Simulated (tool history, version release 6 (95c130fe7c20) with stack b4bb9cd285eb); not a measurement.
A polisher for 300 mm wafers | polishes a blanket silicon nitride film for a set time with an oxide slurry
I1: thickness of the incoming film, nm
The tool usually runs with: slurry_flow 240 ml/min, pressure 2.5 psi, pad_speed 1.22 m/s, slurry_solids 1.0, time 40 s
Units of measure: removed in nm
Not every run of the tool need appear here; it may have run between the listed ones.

{"run": 1, "hour": 0.0, "slurry_flow": 240, "pressure": 2.5, "pad_speed": 1.22, "slurry_solids": 1.0, "time": 40, "I1": 391.5, "removed": 24.2}
{"hour": 38.3, "done": "conditioning disc replaced and pad reconditioned"}
{"run": 2, "hour": 55.4, "slurry_flow": 240, "pressure": 2.5, "pad_speed": 1.22, "slurry_solids": 1.0, "time": 40, "I1": 391.4, "removed": 24.8}
{"hour": 82.4, "done": "slurry blender recalibrated"}
{"run": 3, "hour": 109.3, "slurry_flow": 240, "pressure": 2.5, "pad_speed": 1.22, "slurry_solids": 1.0, "time": 40, "I1": 388.6, "removed": 24.5}
{"run": 4, "hour": 144.2, "slurry_flow": 240, "pressure": 2.5, "pad_speed": 1.22, "slurry_solids": 1.0, "time": 40, "I1": 390.1, "removed": 25.1}
{"hour": 184.8, "done": "slurry nozzle cleaned"}
{"hour": 206.4, "done": "worn pad replaced by a new one"}
{"run": 5, "hour": 214.9, "slurry_flow": 240, "pressure": 2.5, "pad_speed": 1.22, "slurry_solids": 1.0, "time": 40, "I1": 392.3, "removed": 25.0}
{"run": 6, "hour": 263.9, "slurry_flow": 240, "pressure": 2.5, "pad_speed": 1.22, "slurry_solids": 1.0, "time": 40, "I1": 383.4, "removed": 25.3}
{"run": 7, "hour": 328.0, "slurry_flow": 240, "pressure": 2.5, "pad_speed": 1.22, "slurry_solids": 1.0, "time": 50, "I1": 389.9, "removed": 30.8}
{"run": 8, "hour": 395.2, "slurry_flow": 240, "pressure": 1.7, "pad_speed": 1.22, "slurry_solids": 1.0, "time": 49, "I1": 391.6, "removed": 22.0}
{"run": 9, "hour": 461.1, "slurry_flow": 240, "pressure": 2.5, "pad_speed": 1.22, "slurry_solids": 1.1, "time": 40, "I1": 390.2, "removed": 25.8}
{"run": 10, "hour": 524.3, "slurry_flow": 240, "pressure": 2.8, "pad_speed": 1.22, "slurry_solids": 1.0, "time": 40, "I1": 395.7, "removed": 27.3}
{"hour": 526.6, "done": "conditioning disc replaced and pad reconditioned"}
{"hour": 562.3, "done": "slurry blender recalibrated"}
{"run": 11, "hour": 562.8, "slurry_flow": 240, "pressure": 2.5, "pad_speed": 1.1, "slurry_solids": 1.0, "time": 53, "I1": 396.2, "removed": 30.0}
{"hour": 594.2, "done": "worn pad replaced by a new one"}
{"run": 12, "hour": 660.8, "slurry_flow": 270, "pressure": 3.1, "pad_speed": 1.22, "slurry_solids": 1.2, "time": 40, "I1": 390.8, "removed": 32.9}
{"hour": 671.2, "done": "slurry nozzle cleaned"}
{"run": 13, "hour": 761.6, "slurry_flow": 240, "pressure": 3.1, "pad_speed": 1.48, "slurry_solids": 1.0, "time": 28, "I1": 389.9, "removed": 24.6}
{"run": 14, "hour": 808.6, "slurry_flow": 205, "pressure": 2.5, "pad_speed": 1.04, "slurry_solids": 0.9, "time": 40, "I1": 387.9, "removed": 20.8}
{"run": 15, "hour": 864.3, "slurry_flow": 240, "pressure": 2.5, "pad_speed": 1.1, "slurry_solids": 1.0, "time": 40, "I1": 382.9, "removed": 23.6}
{"run": 16, "hour": 921.8, "slurry_flow": 240, "pressure": 2.5, "pad_speed": 1.22, "slurry_solids": 1.0, "time": 40, "I1": 389.5, "removed": 24.9}
{"hour": 941.2, "done": "conditioning disc replaced and pad reconditioned"}
{"run": 17, "hour": 951.0, "slurry_flow": 240, "pressure": 2.5, "pad_speed": 0.86, "slurry_solids": 1.0, "time": 40, "I1": 387.5, "removed": 18.9}

Expected results for the next run?
{"hour": 962.7, "done": "worn pad replaced by a new one"}
{"run": 18, "hour": 1004.2, "slurry_flow": 240, "pressure": 2.0, "pad_speed": 1.22, "slurry_solids": 0.8, "time": 40, "I1": 391.3, "removed": "?"}

removed: 19.5 nm
Without the tool's hidden state the same run would have given removed 18.7 nm.
